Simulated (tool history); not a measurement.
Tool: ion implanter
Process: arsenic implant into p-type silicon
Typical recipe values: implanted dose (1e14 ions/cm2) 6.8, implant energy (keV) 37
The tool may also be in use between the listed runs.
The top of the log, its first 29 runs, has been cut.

run	hour	implanted dose (1e14 ions/cm2)	implant energy (keV)	read-back reference wafer on the same gauge, sheet resistance	sheet resistance of the implanted and annealed layer (ohm/square)
30	1632.1	7.88	28	171.94	153.7
31	1679.5	6.8	46	172.11	155.42
32	1713.1	8.53	31.5	172.09	141.91
33	1770.9	5.99	37	171.93	176.6
34	1913.2	6.8	37	172.03	160.67
35	1977.1	6.8	37	172.12	160.48
36	2014.9	6.8	37	171.96	159.62
37	2072.9	6.8	37	172.12	159.21
# hour 2128: gauge calibrated
38	2131.5	8.27	47.5	172.1	132.06

Below are 3 alternative next runs, each starting from the tool's condition after run 38. Predict each:
A	2131.9	6.8	37	?	?
B	2131.9	6.8	48	?	?
C	2131.9	6.8	27.5	?	?

run	read-back reference wafer on the same gauge, sheet resistance	sheet resistance of the implanted and annealed layer (ohm/square)
A	172.14	159.61
B	172.14	152.64
C	172.14	169.43
Stripped of hidden state, with their random variation kept, the same runs would have yielded:
run	sheet resistance of the implanted and annealed layer (ohm/square)
A	162.59
B	155.59
C	172.34
